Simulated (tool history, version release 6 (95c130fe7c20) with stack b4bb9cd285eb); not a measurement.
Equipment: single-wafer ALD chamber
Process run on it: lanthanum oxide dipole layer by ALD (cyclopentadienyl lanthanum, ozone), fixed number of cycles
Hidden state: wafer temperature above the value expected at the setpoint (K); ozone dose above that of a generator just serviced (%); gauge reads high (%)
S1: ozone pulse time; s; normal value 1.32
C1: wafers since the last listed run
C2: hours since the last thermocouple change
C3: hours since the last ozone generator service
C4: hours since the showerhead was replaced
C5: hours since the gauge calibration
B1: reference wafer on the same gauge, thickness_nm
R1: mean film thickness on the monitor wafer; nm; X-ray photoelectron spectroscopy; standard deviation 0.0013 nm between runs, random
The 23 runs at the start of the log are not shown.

| run | hour | S1 | C1 | C2 | C3 | C4 | C5 | B1 | R1 |
|---|---|---|---|---|---|---|---|---|---|
|  | 1440.6 | showerhead replaced |
| 24 | 1475.3 | 1.32 | 721 | 919.5 | 586.2 | 34.7 | 880.1 | 0.602 | 0.512 |
| 25 | 1530.5 | 1.19 | 637 | 974.7 | 641.4 | 89.9 | 935.3 | 0.602 | 0.497 |
| 26 | 1556 | 1.32 | 294 | 1000.2 | 666.9 | 115.4 | 960.8 | 0.602 | 0.51 |
| 27 | 1612.3 | 0.79 | 649 | 1056.5 | 723.2 | 171.7 | 1017.1 | 0.602 | 0.426 |
| 28 | 1670.6 | 1.79 | 673 | 1114.8 | 781.5 | 230 | 1075.4 | 0.602 | 0.539 |
| 29 | 1730.6 | 1.74 | 692 | 1174.8 | 841.5 | 290 | 1135.4 | 0.602 | 0.535 |
| 30 | 1765.1 | 1.32 | 398 | 1209.3 | 876 | 324.5 | 1169.9 | 0.602 | 0.505 |
| 31 | 1810.1 | 0.83 | 519 | 1254.3 | 921 | 369.5 | 1214.9 | 0.602 | 0.431 |
| 32 | 1835.4 | 1.07 | 292 | 1279.6 | 946.3 | 394.8 | 1240.2 | 0.602 | 0.476 |

3 ways to go on from here, each from the tool as it stands after run 32. What would each give?
| A | 1835.8 | 0.82 | 4 | 1280 | 946.7 | 395.2 | 1240.6 | ? | ? |
| B | 1835.8 | 1.16 | 4 | 1280 | 946.7 | 395.2 | 1240.6 | ? | ? |
| C | 1835.8 | 1.18 | 4 | 1280 | 946.7 | 395.2 | 1240.6 | ? | ? |

| run | B1 | R1 |
|---|---|---|
| A | 0.602 | 0.428 |
| B | 0.602 | 0.489 |
| C | 0.602 | 0.491 |
The same runs, with their run-to-run variation unchanged, on a tool lacking any hidden condition would have given:
| run | R1 |
|---|---|
| A | 0.448 |
| B | 0.504 |
| C | 0.506 |

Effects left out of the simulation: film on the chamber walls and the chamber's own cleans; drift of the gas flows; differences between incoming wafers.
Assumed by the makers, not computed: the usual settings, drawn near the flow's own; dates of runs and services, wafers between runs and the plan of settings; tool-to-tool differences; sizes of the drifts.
